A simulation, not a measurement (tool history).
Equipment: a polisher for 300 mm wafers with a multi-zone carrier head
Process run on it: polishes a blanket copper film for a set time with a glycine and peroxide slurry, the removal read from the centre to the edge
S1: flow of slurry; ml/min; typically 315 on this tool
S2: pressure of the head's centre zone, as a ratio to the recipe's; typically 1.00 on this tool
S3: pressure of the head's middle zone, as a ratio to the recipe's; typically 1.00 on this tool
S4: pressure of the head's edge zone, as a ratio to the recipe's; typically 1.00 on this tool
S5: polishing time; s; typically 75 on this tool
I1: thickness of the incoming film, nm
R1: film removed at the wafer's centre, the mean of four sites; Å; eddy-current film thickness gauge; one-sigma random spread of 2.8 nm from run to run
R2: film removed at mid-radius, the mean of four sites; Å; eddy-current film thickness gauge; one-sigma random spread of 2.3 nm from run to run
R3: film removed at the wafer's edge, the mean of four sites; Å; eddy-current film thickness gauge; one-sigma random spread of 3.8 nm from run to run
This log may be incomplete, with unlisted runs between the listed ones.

Run 1, day 0.000: usual settings but S4 0.94; I1 2307.0. Result: R1 3127 Å, R2 3192 Å, R3 3110 Å.
Run 2, day 3.000: usual settings but S4 0.94; I1 2254.0. Result: R1 3068 Å, R2 3100 Å, R3 3037 Å.
At day 3.238: worn pad replaced by a new one, of another model than before.
Run 3, day 6.067: usual settings but S1 255 ml/min, S4 0.88; I1 2282.0. Result: R1 3124 Å, R2 3193 Å, R3 3089 Å.
Run 4, day 9.388: usual settings; I1 2254.1. Result: R1 3287 Å, R2 3337 Å, R3 3371 Å.
At day 10.792: edge zone pressure recalibrated.
Run 5, day 13.650: usual settings but S2 0.96, S3 1.12; I1 2290.8. Result: R1 3123 Å, R2 3647 Å, R3 3363 Å.
Run 6, day 16.271: usual settings; I1 2301.3. Result: R1 3287 Å, R2 3307 Å, R3 3318 Å.
Run 7, day 18.200: usual settings but S4 1.05, S5 82 s; I1 2291.7. Result: R1 3550 Å, R2 3545 Å, R3 3684 Å.
Run 8, day 22.650: usual settings but S1 355 ml/min, S2 0.89, S4 0.90, S5 88 s; I1 2254.0. Result: R1 3418 Å, R2 3815 Å, R3 3744 Å.
At day 22.804: centre zone pressure recalibrated.
At day 23.296: slurry nozzle cleaned.
Run 9, day 25.904: usual settings but S2 0.88, S3 0.92, S4 1.10; I1 2325.7. Result: R1 2789 Å, R2 2954 Å, R3 3363 Å.
Run 10, day 28.304: usual settings; I1 2300.0. Result: R1 3097 Å, R2 3117 Å, R3 3168 Å.
At day 30.267: worn pad replaced by a new one.
Run 11, day 31.725: usual settings; I1 2267.0. Result: R1 3367 Å, R2 3342 Å, R3 3441 Å.
At day 32.533: carrier head's membrane replaced by a new one.
Run 12, day 35.717: usual settings but S2 1.06, S5 91 s; I1 2285.5. Result: R1 4282 Å, R2 4030 Å, R3 4124 Å.
At day 39.275: edge zone pressure recalibrated.
Run 13, day 39.408: usual settings but S4 1.11; I1 2311.8. Result: R1 3311 Å, R2 3331 Å, R3 3552 Å.
Run 14, day 43.271: usual settings but S2 0.90; I1 2310.5. Result: R1 2982 Å, R2 3301 Å, R3 3331 Å.
Run 15, day 45.017: usual settings but S1 260 ml/min, S3 1.06, S5 94 s; I1 2328.3. Result: R1 3912 Å, R2 4138 Å, R3 4044 Å.
Run 16, day 47.404: usual settings; I1 2264.4. Result: R1 3269 Å, R2 3215 Å, R3 3270 Å.
At day 47.862: slurry nozzle cleaned.
Run 17, day 51.642: usual settings but S5 53 s; I1 2276.5. Result: R1 2246 Å, R2 2245 Å, R3 2306 Å.
At day 54.867: worn pad replaced by a new one.
Run 18, day 55.592: usual settings; I1 2273.0. Result: R1 3341 Å, R2 3323 Å, R3 3386 Å.
Run 19, day 57.371: usual settings; I1 2266.2. Result: R1 3337 Å, R2 3323 Å, R3 3331 Å.
Run 20, day 61.283: usual settings but S2 0.96; I1 2327.0. Result: R1 3166 Å, R2 3317 Å, R3 3386 Å.
Run 21, day 64.358: usual settings but S3 1.06; I1 2267.4. Result: R1 3258 Å, R2 3466 Å, R3 3392 Å.
At day 67.262: edge zone pressure recalibrated.
Run 22, day 67.725: usual settings but S1 245 ml/min, S5 95 s; I1 2249.2. Result: R1 3852 Å, R2 3948 Å, R3 4009 Å.
Run 23, day 69.588: usual settings but S5 82 s; I1 2277.9. Result: R1 3552 Å, R2 3568 Å, R3 3600 Å.

What if the next run were any one of these 3? Each begins from the tool's condition after run 23:
Run A, day 69.604: usual settings; I1 2274.3. Result: R1 ?, R2 ?, R3 ?.
Run B, day 69.604: usual settings but S1 245 ml/min, S2 0.91, S4 1.12, S5 50 s; I1 2274.3. Result: R1 ?, R2 ?, R3 ?.
Run C, day 69.604: usual settings but S1 270 ml/min, S2 1.05, S4 1.09; I1 2274.3. Result: R1 ?, R2 ?, R3 ?.

run    R1    R2    R3
  A  3231  3228  3349
  B  1841  2036  2263
  C  3285  3133  3414
With the hidden condition removed and each run's random variation left untouched, the same runs would have given:
run    R1    R2    R3
  A  3337  3334  3459
  B  1902  2103  2337
  C  3392  3236  3526
